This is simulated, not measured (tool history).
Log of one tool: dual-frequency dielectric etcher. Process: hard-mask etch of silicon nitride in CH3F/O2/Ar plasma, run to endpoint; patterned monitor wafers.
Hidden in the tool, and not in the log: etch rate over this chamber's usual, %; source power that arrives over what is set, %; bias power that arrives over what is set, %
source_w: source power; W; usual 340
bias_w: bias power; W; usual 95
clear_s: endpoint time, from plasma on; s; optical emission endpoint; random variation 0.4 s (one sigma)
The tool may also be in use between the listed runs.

run	hour	source_w	bias_w	wafers since the last listed run	hours since the last wet clean	hours since the last source power generator calibration	hours since the last bias power generator calibration	hours since the last upper electrode change	incoming incoming film thickness, nm	clear_s
1	0	340	95	0	350.2	1782.6	3655.2	2031.8	50.3	68.9
2	11.3	340	95	109	361.5	1793.9	3666.5	2043.1	50.5	69.4
3	21.9	340	80	102	372.1	1804.5	3677.1	2053.7	50.5	73.1
4	36.1	340	80	137	386.3	1818.7	3691.3	2067.9	50.5	74
5	51.1	360	95	145	401.3	1833.7	3706.3	2082.9	50.5	67.1
6	59.8	360	95	84	410	1842.4	3715	2091.6	50.4	67.3
7	67.7	340	107	76	417.9	1850.3	3722.9	2099.5	51.1	65.9
8	80.6	340	107	124	430.8	1863.2	3735.8	2112.4	49.9	64.7
# hour 99.4: bias power generator calibrated
9	99.9	300	85	148	450.1	1882.5	0.5	2131.7	50.3	74.9
# hour 129.4: upper electrode replaced
10	129.9	300	85	58	480.1	1912.5	30.5	0.5	50.5	74.1
11	130.3	300	85	3	480.5	1912.9	30.9	0.9	50.5	74.5
12	130.6	340	95	2	480.8	1913.2	31.2	1.2	50.9	69.1
13	150.3	340	95	190	500.5	1932.9	50.9	20.9	50.7	68.8
# hour 178.7: wet clean of the chamber
14	179.2	340	95	47	0.5	1961.8	79.8	49.8	50.1	69.5
15	181.5	340	95	22	2.8	1964.1	82.1	52.1	50.6	70.7
16	196.3	370	71	143	17.6	1978.9	96.9	66.9	50.6	76.9
17	213.8	390	116	169	35.1	1996.4	114.4	84.4	50.7	62.3
18	220.4	300	84	63	41.7	2003	121	91	50.5	76.7
19	236.3	340	95	153	57.6	2018.9	136.9	106.9	50.2	68.9
20	243.8	260	106	72	65.1	2026.4	144.4	114.4	50.1	72
21	254.8	420	103	106	76.1	2037.4	155.4	125.4	50.2	63.6
22	269.6	290	95	143	90.9	2052.2	170.2	140.2	50.5	73.8
23	286.1	310	115	159	107.4	2068.7	186.7	156.7	50.3	66.1
24	298.3	340	95	118	119.6	2080.9	198.9	168.9	50.6	69.7
# hour 307.8: source power generator calibrated
25	313.5	300	73	108	134.8	5.7	214.1	184.1	50.6	79.6
26	327.7	340	95	137	149	19.9	228.3	198.3	50.8	69.7
27	334.7	420	116	67	156	26.9	235.3	205.3	50.5	59.9
28	352.5	300	85	172	173.8	44.7	253.1	223.1	50.5	75.8
29	358.8	380	95	60	180.1	51	259.4	229.4	50.6	67.4
30	370.5	410	83	113	191.8	62.7	271.1	241.1	50.4	69.3
31	386.5	300	113	154	207.8	78.7	287.1	257.1	50.9	67.4
32	399.5	370	89	125	220.8	91.7	300.1	270.1	50.5	69.1
33	416.9	320	82	168	238.2	109.1	317.5	287.5	50.5	75.2
34	434.6	340	95	171	255.9	126.8	335.2	305.2	50.7	70
35	463.3	340	95	277	284.6	155.5	363.9	333.9	50.5	68.9

4 ways to go on from here, each from the tool as it stands after run 35. What would each give?
A	463.7	340	73	3	285	155.9	364.3	334.3	51	?
B	463.7	370	107	3	285	155.9	364.3	334.3	51	?
C	463.7	290	110	3	285	155.9	364.3	334.3	51	?
D	463.7	340	114	3	285	155.9	364.3	334.3	51	?

run	clear_s
A	77.8
B	64.9
C	69.2
D	64.9
Without the tool's hidden state the same runs would have given:
run	clear_s
A	78.8
B	65.7
C	70.1
D	65.7
